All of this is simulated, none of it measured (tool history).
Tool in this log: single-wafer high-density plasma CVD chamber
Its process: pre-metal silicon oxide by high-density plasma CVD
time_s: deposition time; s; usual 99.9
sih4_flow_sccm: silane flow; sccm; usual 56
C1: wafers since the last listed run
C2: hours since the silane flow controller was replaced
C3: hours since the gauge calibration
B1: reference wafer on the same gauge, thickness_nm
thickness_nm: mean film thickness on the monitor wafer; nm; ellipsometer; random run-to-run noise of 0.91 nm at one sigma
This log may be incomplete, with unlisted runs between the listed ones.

run 1 hour=0.0 | time_s=99.9 sih4_flow_sccm=56 | C1=0 C2=3534.1 C3=177.5 | B1=552.770 | thickness_nm=547.884
run 2 hour=41.9 | time_s=99.9 sih4_flow_sccm=56 | C1=498 C2=3576.0 C3=219.4 | B1=552.945 | thickness_nm=550.718
run 3 hour=87.6 | time_s=99.9 sih4_flow_sccm=56 | C1=543 C2=3621.7 C3=265.1 | B1=552.581 | thickness_nm=549.583
run 4 hour=125.4 | time_s=99.9 sih4_flow_sccm=56 | C1=449 C2=3659.5 C3=302.9 | B1=553.334 | thickness_nm=550.188
run 5 hour=158.7 | time_s=99.9 sih4_flow_sccm=62 | C1=396 C2=3692.8 C3=336.2 | B1=553.207 | thickness_nm=607.853
-- hour=200.0 gauge calibrated
run 6 hour=219.1 | time_s=99.9 sih4_flow_sccm=62 | C1=718 C2=3753.2 C3=19.1 | B1=553.182 | thickness_nm=610.338
run 7 hour=244.8 | time_s=99.9 sih4_flow_sccm=62 | C1=305 C2=3778.9 C3=44.8 | B1=553.151 | thickness_nm=609.951
run 8 hour=299.4 | time_s=112.4 sih4_flow_sccm=61 | C1=649 C2=3833.5 C3=99.4 | B1=553.057 | thickness_nm=675.129
run 9 hour=353.5 | time_s=119.6 sih4_flow_sccm=51 | C1=643 C2=3887.6 C3=153.5 | B1=553.118 | thickness_nm=600.410
run 10 hour=390.0 | time_s=106.1 sih4_flow_sccm=66 | C1=434 C2=3924.1 C3=190.0 | B1=552.946 | thickness_nm=690.525
run 11 hour=452.6 | time_s=105.3 sih4_flow_sccm=64 | C1=744 C2=3986.7 C3=252.6 | B1=553.167 | thickness_nm=665.002
-- hour=498.9 silane flow controller replaced
run 12 hour=499.4 | time_s=88.0 sih4_flow_sccm=56 | C1=461 C2=0.5 C3=299.4 | B1=552.922 | thickness_nm=456.554
-- hour=536.7 gauge calibrated
run 13 hour=559.2 | time_s=99.9 sih4_flow_sccm=56 | C1=711 C2=60.3 C3=22.5 | B1=552.949 | thickness_nm=519.309
run 14 hour=604.0 | time_s=111.7 sih4_flow_sccm=49 | C1=533 C2=105.1 C3=67.3 | B1=552.876 | thickness_nm=509.448
run 15 hour=660.0 | time_s=99.9 sih4_flow_sccm=62 | C1=666 C2=161.1 C3=123.3 | B1=552.735 | thickness_nm=577.063

Pick out some run-to-run changes in thickness_nm. Of each, how much would a tool without hidden state show as well, from the settings, what came in and chance, and how much is left for the hidden state and any gauge scatter not in both results compared?
Unlogged tool condition in this case: delivered silane flow above the setpoint (%); gauge reads high (%).
Run 11 -> 12: time_s 105.3 -> 88.0, sih4_flow_sccm 64 -> 56, silane flow controller replaced. thickness_nm -208.448 nm: hidden state -37.166, all else -171.282.
